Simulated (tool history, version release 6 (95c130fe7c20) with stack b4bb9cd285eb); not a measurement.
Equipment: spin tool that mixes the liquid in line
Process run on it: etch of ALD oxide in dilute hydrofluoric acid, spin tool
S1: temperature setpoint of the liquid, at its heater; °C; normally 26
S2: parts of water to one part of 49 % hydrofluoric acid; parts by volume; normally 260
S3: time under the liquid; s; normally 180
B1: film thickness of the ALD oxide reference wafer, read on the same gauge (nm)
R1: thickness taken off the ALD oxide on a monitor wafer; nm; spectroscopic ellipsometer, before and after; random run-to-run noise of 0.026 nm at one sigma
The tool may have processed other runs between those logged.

{"run": 1, "hour": 0.0, "S1": 26, "S2": 260, "S3": 180, "B1": 79.98, "R1": 7.66}
{"run": 2, "hour": 14.1, "S1": 26, "S2": 315, "S3": 180, "B1": 80.02, "R1": 6}
{"run": 3, "hour": 20.5, "S1": 27.5, "S2": 260, "S3": 180, "B1": 79.99, "R1": 8.07}
{"run": 4, "hour": 30.6, "S1": 27.5, "S2": 260, "S3": 180, "B1": 80, "R1": 8.1}
{"run": 5, "hour": 42.9, "S1": 27.5, "S2": 260, "S3": 180, "B1": 80.01, "R1": 8.12}
{"run": 6, "hour": 50.2, "S1": 26, "S2": 260, "S3": 180, "B1": 79.99, "R1": 7.71}
{"run": 7, "hour": 67.6, "S1": 26, "S2": 260, "S3": 180, "B1": 80, "R1": 7.64}
{"run": 8, "hour": 83.6, "S1": 26, "S2": 260, "S3": 180, "B1": 80, "R1": 7.7}
{"run": 9, "hour": 92.4, "S1": 24, "S2": 260, "S3": 180, "B1": 80, "R1": 7.24}
{"run": 10, "hour": 109.7, "S1": 24, "S2": 260, "S3": 180, "B1": 79.98, "R1": 6.5}
{"run": 11, "hour": 121.0, "S1": 26, "S2": 260, "S3": 180, "B1": 80.01, "R1": 6.99}
{"run": 12, "hour": 134.8, "S1": 26, "S2": 155, "S3": 270, "B1": 79.99, "R1": 19.7}
{"run": 13, "hour": 149.2, "S1": 26, "S2": 200, "S3": 180, "B1": 80, "R1": 9.76}
{"run": 14, "hour": 158.7, "S1": 26, "S2": 150, "S3": 85, "B1": 80.01, "R1": 6.46}
{"run": 15, "hour": 164.7, "S1": 26, "S2": 260, "S3": 235, "B1": 80.02, "R1": 9.12}
{"run": 16, "hour": 176.8, "S1": 23, "S2": 320, "S3": 180, "B1": 79.97, "R1": 4.84}
{"run": 17, "hour": 187.0, "S1": 30.5, "S2": 335, "S3": 180, "B1": 80.01, "R1": 5.84}
{"run": 18, "hour": 195.4, "S1": 23.5, "S2": 345, "S3": 235, "B1": 80.01, "R1": 5.81}
{"run": 19, "hour": 210.5, "S1": 30.5, "S2": 295, "S3": 150, "B1": 80.01, "R1": 5.76}
{"run": 20, "hour": 221.7, "S1": 26, "S2": 170, "S3": 140, "B1": 80.01, "R1": 9.24}
{"run": 21, "hour": 231.6, "S1": 26, "S2": 260, "S3": 230, "B1": 80.01, "R1": 9.03}
{"run": 22, "hour": 239.1, "S1": 22, "S2": 295, "S3": 235, "B1": 80.01, "R1": 6.81}
{"run": 23, "hour": 283.8, "S1": 28.5, "S2": 160, "S3": 245, "B1": 80.01, "R1": 19}
{"run": 24, "hour": 293.5, "S1": 22.5, "S2": 200, "S3": 270, "B1": 80, "R1": 12.85}
{"run": 25, "hour": 306.6, "S1": 22, "S2": 170, "S3": 265, "B1": 79.99, "R1": 15.07}
{"run": 26, "hour": 323.6, "S1": 26, "S2": 260, "S3": 180, "B1": 79.98, "R1": 7.01}
{"run": 27, "hour": 339.6, "S1": 30.5, "S2": 260, "S3": 180, "B1": 80, "R1": 8.17}
{"run": 28, "hour": 357.3, "S1": 28, "S2": 260, "S3": 275, "B1": 80, "R1": 11.65}
{"run": 29, "hour": 374.5, "S1": 30, "S2": 260, "S3": 180, "B1": 79.99, "R1": 8.08}
{"run": 30, "hour": 387.5, "S1": 31, "S2": 260, "S3": 125, "B1": 80, "R1": 5.77}
{"run": 31, "hour": 396.7, "S1": 22, "S2": 140, "S3": 270, "B1": 80.01, "R1": 19.43}
{"run": 32, "hour": 414.0, "S1": 28.5, "S2": 160, "S3": 245, "B1": 80.01, "R1": 19.16}
{"run": 33, "hour": 421.1, "S1": 28.5, "S2": 260, "S3": 180, "B1": 80.01, "R1": 7.69}
{"run": 34, "hour": 433.7, "S1": 26, "S2": 260, "S3": 180, "B1": 79.98, "R1": 7.1}

Removed from this log: 3 entries logged between the listed runs. Between which two listed runs does each belong, and how does the tool's hidden state at the listed run before it compare with that at the listed run after it?
Logged between run 9 and run 10: thermometer replaced (hour 107.9)
  liquid hotter than its thermometer reads (K): 3.12 -> 0.229
  measured minus no-state result, R1: +0.74 -> +0.05 nm
Logged between run 12 and run 13: gauge calibrated (hour 148.7)
  liquid hotter than its thermometer reads (K): 0.259 -> 0.276
  measured minus no-state result, R1: +0.19 -> +0.09 nm
Logged between run 24 and run 25: hydrofluoric acid flow meter replaced (hour 306.1)
  liquid hotter than its thermometer reads (K): 0.449 -> 0.465
  measured minus no-state result, R1: +0.22 -> +0.27 nm
